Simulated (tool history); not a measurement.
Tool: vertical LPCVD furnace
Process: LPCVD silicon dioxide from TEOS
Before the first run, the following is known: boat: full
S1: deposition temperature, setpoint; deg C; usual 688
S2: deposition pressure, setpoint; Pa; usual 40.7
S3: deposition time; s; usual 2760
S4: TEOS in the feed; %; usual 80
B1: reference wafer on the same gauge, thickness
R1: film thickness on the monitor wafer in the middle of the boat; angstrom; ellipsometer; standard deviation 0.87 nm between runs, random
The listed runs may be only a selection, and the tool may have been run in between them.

| run | hour | S1 | S2 | S3 | S4 | B1 | R1 |
|---|---|---|---|---|---|---|---|
| 1 | 0.0 | 693 | 40.7 | 2760 | 80 | 251.08 | 3431.4 |
| 2 | 13.4 | 688 | 40.7 | 2760 | 80 | 251.16 | 3061.4 |
| 3 | 26.0 | 688 | 40.7 | 2760 | 80 | 250.90 | 3050.6 |
| 4 | 45.4 | 688 | 40.7 | 2760 | 80 | 250.83 | 3065.8 |
| 5 | 60.2 | 688 | 38.0 | 2760 | 80 | 250.89 | 2947.7 |
| 6 | 75.5 | 688 | 38.0 | 2760 | 80 | 251.03 | 2972.3 |
| 7 | 91.6 | 688 | 40.7 | 2760 | 80 | 251.19 | 3068.9 |
|  | 121.4 | pressure gauge zeroed |
| 8 | 121.9 | 688 | 40.7 | 2760 | 80 | 250.87 | 3056.7 |
|  | 124.6 | gauge calibrated |
| 9 | 126.6 | 696 | 46.0 | 2760 | 80 | 251.02 | 3933.0 |
| 10 | 131.4 | 688 | 40.7 | 2760 | 80 | 250.88 | 3071.1 |
|  | 148.3 | thermocouples replaced and temperature profile calibrated |
| 11 | 148.8 | 688 | 49.3 | 2340 | 80 | 251.10 | 2545.1 |
| 12 | 154.0 | 688 | 40.7 | 3390 | 80 | 251.08 | 3343.4 |
| 13 | 168.7 | 676 | 47.3 | 3360 | 96 | 251.08 | 2923.0 |
| 14 | 183.1 | 688 | 40.7 | 2760 | 80 | 251.04 | 2711.5 |
| 15 | 191.5 | 688 | 49.3 | 2760 | 85 | 251.07 | 3086.0 |
| 16 | 206.1 | 694 | 40.7 | 3390 | 80 | 250.97 | 3866.4 |
| 17 | 214.7 | 688 | 40.7 | 1800 | 71 | 250.83 | 1663.9 |
| 18 | 225.4 | 688 | 40.7 | 2760 | 80 | 251.21 | 2709.0 |
| 19 | 242.9 | 678 | 48.7 | 2400 | 80 | 251.21 | 2034.9 |
| 20 | 262.7 | 688 | 38.0 | 2760 | 80 | 250.95 | 2635.1 |
|  | 292.4 | TEOS flow controller replaced |
| 21 | 292.9 | 696 | 46.0 | 2760 | 80 | 250.72 | 3499.2 |
| 22 | 297.6 | 688 | 40.7 | 3090 | 95 | 251.34 | 3327.6 |
| 23 | 330.4 | 688 | 40.7 | 2760 | 80 | 250.86 | 2722.2 |
| 24 | 347.1 | 688 | 40.7 | 3090 | 95 | 251.05 | 3323.9 |
| 25 | 353.9 | 679 | 40.7 | 2760 | 89 | 250.84 | 2303.8 |
| 26 | 368.9 | 688 | 40.7 | 2760 | 80 | 251.06 | 2718.5 |
| 27 | 387.1 | 688 | 44.0 | 2760 | 91 | 250.97 | 3029.3 |
| 28 | 397.5 | 685 | 37.3 | 2760 | 88 | 250.96 | 2559.4 |
| 29 | 405.0 | 688 | 40.7 | 2760 | 80 | 250.98 | 2728.6 |
| 30 | 422.7 | 680 | 40.7 | 2460 | 74 | 251.05 | 1925.0 |
| 31 | 431.6 | 688 | 40.7 | 2760 | 80 | 250.71 | 2713.5 |
| 32 | 446.7 | 698 | 47.3 | 2760 | 67 | 251.21 | 3395.1 |

List, for all runs, the conditions of the tool that the log does not record:
true pressure minus gauge reading, mTorr: 0 across all the runs
deviation of the TEOS flow from its setpoint, %: 0 across all the runs
gauge reads high (%): 0 across all the runs
H1: true tube temperature minus thermocouple reading, K
| run | H1 |
|---|---|
| 1 | 5.12 |
| 2 | 5.15 |
| 3 | 5.18 |
| 4 | 5.22 |
| 5 | 5.25 |
| 6 | 5.28 |
| 7 | 5.32 |
| 8 | 5.39 |
| 9 | 5.4 |
| 10 | 5.41 |
| 11 | 0.27 |
| 12 | 0.27 |
| 13 | 0.27 |
| 14 | 0.27 |
| 15 | 0.27 |
| 16 | 0.271 |
| 17 | 0.271 |
| 18 | 0.271 |
| 19 | 0.272 |
| 20 | 0.273 |
| 21 | 0.275 |
| 22 | 0.275 |
| 23 | 0.278 |
| 24 | 0.279 |
| 25 | 0.28 |
| 26 | 0.282 |
| 27 | 0.284 |
| 28 | 0.285 |
| 29 | 0.286 |
| 30 | 0.288 |
| 31 | 0.289 |
| 32 | 0.291 |

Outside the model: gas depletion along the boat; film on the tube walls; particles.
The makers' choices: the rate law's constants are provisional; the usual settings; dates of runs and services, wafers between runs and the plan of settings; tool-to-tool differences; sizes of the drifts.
